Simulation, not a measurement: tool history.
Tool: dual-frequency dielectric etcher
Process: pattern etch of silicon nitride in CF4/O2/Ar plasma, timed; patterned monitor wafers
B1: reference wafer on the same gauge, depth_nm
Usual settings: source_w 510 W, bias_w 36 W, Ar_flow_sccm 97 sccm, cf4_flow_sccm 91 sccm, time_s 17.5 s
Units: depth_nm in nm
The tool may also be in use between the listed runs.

Run 1, hour 0: usual settings; B1 33.15. Result: depth_nm 29.46 nm.
Run 2, hour 5: usual settings but bias_w 39 W, Ar_flow_sccm 115 sccm; B1 33.14. Result: depth_nm 29.66 nm.
At hour 7.6: gauge calibrated.
Run 3, hour 20.8: usual settings but cf4_flow_sccm 84 sccm, time_s 16 s; B1 33.19. Result: depth_nm 26.39 nm.
Run 4, hour 67.9: usual settings but source_w 620 W; B1 33.27. Result: depth_nm 36.13 nm.
Run 5, hour 86.5: usual settings; B1 33.16. Result: depth_nm 29.01 nm.
Run 6, hour 111.6: usual settings but source_w 460 W, time_s 19 s; B1 33.23. Result: depth_nm 28.52 nm.
Run 7, hour 123.8: usual settings; B1 33.17. Result: depth_nm 29.39 nm.
Run 8, hour 153.2: usual settings but source_w 480 W; B1 33.12. Result: depth_nm 27.36 nm.
Run 9, hour 179.3: usual settings but source_w 630 W, bias_w 33 W, Ar_flow_sccm 80 sccm; B1 33.12. Result: depth_nm 36.01 nm.
At hour 200.1: bias power generator calibrated.
Run 10, hour 204.6: usual settings but bias_w 44 W; B1 33.18. Result: depth_nm 31.13 nm.
Run 11, hour 227.3: usual settings; B1 33.25. Result: depth_nm 28.63 nm.
Run 12, hour 257.3: usual settings; B1 33.24. Result: depth_nm 29.41 nm.
Run 13, hour 293.2: usual settings; B1 33.21. Result: depth_nm 28.52 nm.
Run 14, hour 312.1: usual settings but source_w 640 W, bias_w 39 W, Ar_flow_sccm 79 sccm; B1 33.24. Result: depth_nm 38.72 nm.
Run 15, hour 336.3: usual settings but source_w 560 W, bias_w 41 W, cf4_flow_sccm 103 sccm; B1 33.08. Result: depth_nm 34.04 nm.
Run 16, hour 351: usual settings; B1 33.25. Result: depth_nm 29.09 nm.
Run 17, hour 367.2: usual settings but bias_w 43 W, Ar_flow_sccm 82 sccm, time_s 19.5 s; B1 33.13. Result: depth_nm 34.5 nm.
Run 18, hour 390.6: usual settings but cf4_flow_sccm 100 sccm, time_s 21 s; B1 33.23. Result: depth_nm 35.07 nm.
Run 19, hour 418.7: usual settings but bias_w 39 W, Ar_flow_sccm 103 sccm; B1 33.25. Result: depth_nm 29.43 nm.
Run 20, hour 431.4: usual settings but bias_w 43 W, Ar_flow_sccm 82 sccm, time_s 19.5 s; B1 33.17. Result: depth_nm 34.84 nm.
At hour 477.4: wet clean of the chamber.
Run 21, hour 477.9: usual settings but Ar_flow_sccm 77 sccm, time_s 22 s; B1 33.18. Result: depth_nm 38.18 nm.
Run 22, hour 478.2: usual settings; B1 33.2. Result: depth_nm 29.96 nm.

The same runs without the tool's hidden state, with the same run-to-run variation:
The hidden state here: etch rate over this chamber's usual, %; source power that arrives over what is set, %; bias power that arrives over what is set, %; Ar flow that arrives over what is set, %; CF4 flow that arrives over what is set, %; gauge reads high (%).
run  depth_nm
  1     29.52
  2     29.73
  3     26.48
  4     36.36
  5     29.23
  6     28.79
  7     29.69
  8      27.7
  9     36.51
 10     31.62
 11     29.13
 12     29.98
 13     29.15
 14     39.62
 15      34.9
 16     29.85
 17     35.44
 18     36.09
 19     30.34
 20     35.95
 21     38.15
 22     29.94
